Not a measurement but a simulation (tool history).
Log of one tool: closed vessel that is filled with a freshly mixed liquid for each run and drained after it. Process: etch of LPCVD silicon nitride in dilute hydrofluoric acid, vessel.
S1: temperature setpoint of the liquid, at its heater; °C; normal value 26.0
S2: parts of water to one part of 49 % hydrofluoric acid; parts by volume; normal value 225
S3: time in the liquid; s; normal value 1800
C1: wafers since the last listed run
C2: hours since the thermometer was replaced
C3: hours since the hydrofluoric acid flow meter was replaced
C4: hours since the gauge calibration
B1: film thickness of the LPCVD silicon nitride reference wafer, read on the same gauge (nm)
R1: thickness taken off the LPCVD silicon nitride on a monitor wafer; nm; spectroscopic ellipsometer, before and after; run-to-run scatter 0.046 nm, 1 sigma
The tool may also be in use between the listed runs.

Run 1, hour 0.0: usual settings; C1 0; C2 1329.9; C3 2393.9; C4 217.8; B1 130.020. Result: R1 4.920 nm.
Run 2, hour 30.0: usual settings; C1 1294; C2 1359.9; C3 2423.9; C4 247.8; B1 129.964. Result: R1 5.079 nm.
Run 3, hour 46.5: usual settings; C1 712; C2 1376.4; C3 2440.4; C4 264.3; B1 129.988. Result: R1 5.107 nm.
Run 4, hour 63.3: usual settings; C1 725; C2 1393.2; C3 2457.2; C4 281.1; B1 130.001. Result: R1 5.026 nm.
Run 5, hour 90.9: usual settings but S1 29.0 °C; C1 1191; C2 1420.8; C3 2484.8; C4 308.7; B1 129.965. Result: R1 6.043 nm.
At hour 99.9: thermometer replaced.
Run 6, hour 126.0: usual settings but S1 29.0 °C; C1 1471; C2 26.1; C3 2519.9; C4 343.8; B1 130.011. Result: R1 6.037 nm.
Run 7, hour 162.0: usual settings but S3 1375 s; C1 1553; C2 62.1; C3 2555.9; C4 379.8; B1 130.017. Result: R1 3.870 nm.
Run 8, hour 179.6: usual settings but S3 1375 s; C1 759; C2 79.7; C3 2573.5; C4 397.4; B1 130.022. Result: R1 3.839 nm.
Run 9, hour 212.9: usual settings but S3 1375 s; C1 1437; C2 113.0; C3 2606.8; C4 430.7; B1 130.000. Result: R1 3.853 nm.
Run 10, hour 232.7: usual settings but S3 2380 s; C1 854; C2 132.8; C3 2626.6; C4 450.5; B1 130.000. Result: R1 6.585 nm.
Run 11, hour 248.4: usual settings but S3 2380 s; C1 677; C2 148.5; C3 2642.3; C4 466.2; B1 129.990. Result: R1 6.660 nm.
Run 12, hour 266.7: usual settings but S3 2380 s; C1 789; C2 166.8; C3 2660.6; C4 484.5; B1 130.043. Result: R1 6.735 nm.
Run 13, hour 296.4: usual settings; C1 1281; C2 196.5; C3 2690.3; C4 514.2; B1 130.024. Result: R1 5.138 nm.
At hour 300.5: hydrofluoric acid flow meter replaced.
Run 14, hour 312.6: usual settings but S1 29.5 °C, S3 2245 s; C1 655; C2 212.7; C3 12.1; C4 530.4; B1 129.972. Result: R1 8.120 nm.
Run 15, hour 346.1: usual settings but S1 23.5 °C, S2 265 parts by volume; C1 1445; C2 246.2; C3 45.6; C4 563.9; B1 129.970. Result: R1 3.895 nm.
Run 16, hour 376.4: usual settings but S2 185 parts by volume, S3 2800 s; C1 1307; C2 276.5; C3 75.9; C4 594.2; B1 129.973. Result: R1 10.182 nm.
At hour 413.1: gauge calibrated.
Run 17, hour 419.1: usual settings but S1 22.5 °C, S2 275 parts by volume; C1 1842; C2 319.2; C3 118.6; C4 6.0; B1 129.968. Result: R1 3.556 nm.
Run 18, hour 445.9: usual settings; C1 1156; C2 346.0; C3 145.4; C4 32.8; B1 130.057. Result: R1 5.485 nm.
Run 19, hour 470.5: usual settings but S1 28.5 °C, S3 2615 s; C1 1061; C2 370.6; C3 170.0; C4 57.4; B1 130.056. Result: R1 9.158 nm.
Run 20, hour 502.3: usual settings but S1 29.0 °C, S2 160 parts by volume; C1 1372; C2 402.4; C3 201.8; C4 89.2; B1 130.000. Result: R1 9.129 nm.
Run 21, hour 526.8: usual settings; C1 1057; C2 426.9; C3 226.3; C4 113.7; B1 130.045. Result: R1 5.429 nm.
At hour 532.0: hydrofluoric acid flow meter replaced, repeated, since the last time left the tool worse.
Run 22, hour 588.2: usual settings but S3 2380 s; C1 2606; C2 488.3; C3 56.2; C4 175.1; B1 129.996. Result: R1 6.389 nm.
Run 23, hour 615.1: usual settings but S1 30.5 °C; C1 1160; C2 515.2; C3 83.1; C4 202.0; B1 130.004. Result: R1 6.077 nm.
Run 24, hour 633.6: usual settings but S1 28.5 °C, S2 130 parts by volume, S3 2755 s; C1 798; C2 533.7; C3 101.6; C4 220.5; B1 130.007. Result: R1 14.729 nm.
Run 25, hour 667.9: usual settings; C1 1480; C2 568.0; C3 135.9; C4 254.8; B1 129.977. Result: R1 4.740 nm.
Run 26, hour 697.2: usual settings; C1 1264; C2 597.3; C3 165.2; C4 284.1; B1 129.991. Result: R1 4.826 nm.
Run 27, hour 711.6: usual settings but S1 21.5 °C, S2 195 parts by volume, S3 1320 s; C1 621; C2 611.7; C3 179.6; C4 298.5; B1 129.967. Result: R1 3.021 nm.
Run 28, hour 732.2: usual settings; C1 889; C2 632.3; C3 200.2; C4 319.1; B1 129.966. Result: R1 4.804 nm.
Run 29, hour 754.0: usual settings but S1 22.5 °C, S2 170 parts by volume, S3 2250 s; C1 940; C2 654.1; C3 222.0; C4 340.9; B1 129.959. Result: R1 6.323 nm.
Run 30, hour 771.0: usual settings but S1 22.5 °C, S2 170 parts by volume, S3 2250 s; C1 733; C2 671.1; C3 239.0; C4 357.9; B1 130.005. Result: R1 6.400 nm.
Run 31, hour 796.7: usual settings but S1 24.5 °C, S2 115 parts by volume, S3 2780 s; C1 1109; C2 696.8; C3 264.7; C4 383.6; B1 130.002. Result: R1 13.104 nm.

Alternative continuations, all from the tool just after run 31; predict every row:
Run A, hour 797.8: usual settings but S3 2155 s; C1 47; C2 697.9; C3 265.8; C4 384.7; B1 ?. Result: R1 ?.
Run B, hour 797.8: usual settings but S2 150 parts by volume, S3 1190 s; C1 47; C2 697.9; C3 265.8; C4 384.7; B1 ?. Result: R1 ?.
Run C, hour 797.8: usual settings but S2 185 parts by volume; C1 47; C2 697.9; C3 265.8; C4 384.7; B1 ?. Result: R1 ?.
Run D, hour 797.8: usual settings but S2 275 parts by volume, S3 2130 s; C1 47; C2 697.9; C3 265.8; C4 384.7; B1 ?. Result: R1 ?.
Run E, hour 797.8: usual settings but S1 23.5 °C, S2 125 parts by volume, S3 1070 s; C1 47; C2 697.9; C3 265.8; C4 384.7; B1 ?. Result: R1 ?.

run       B1     R1
  A  129.962  5.697
  B  129.962  4.717
  C  129.962  5.787
  D  129.962  4.606
  E  129.962  4.325
The same runs, with their run-to-run variation unchanged, on a tool lacking any hidden condition would have given:
run     R1
  A  5.590
  B  4.629
  C  5.679
  D  4.519
  E  4.245

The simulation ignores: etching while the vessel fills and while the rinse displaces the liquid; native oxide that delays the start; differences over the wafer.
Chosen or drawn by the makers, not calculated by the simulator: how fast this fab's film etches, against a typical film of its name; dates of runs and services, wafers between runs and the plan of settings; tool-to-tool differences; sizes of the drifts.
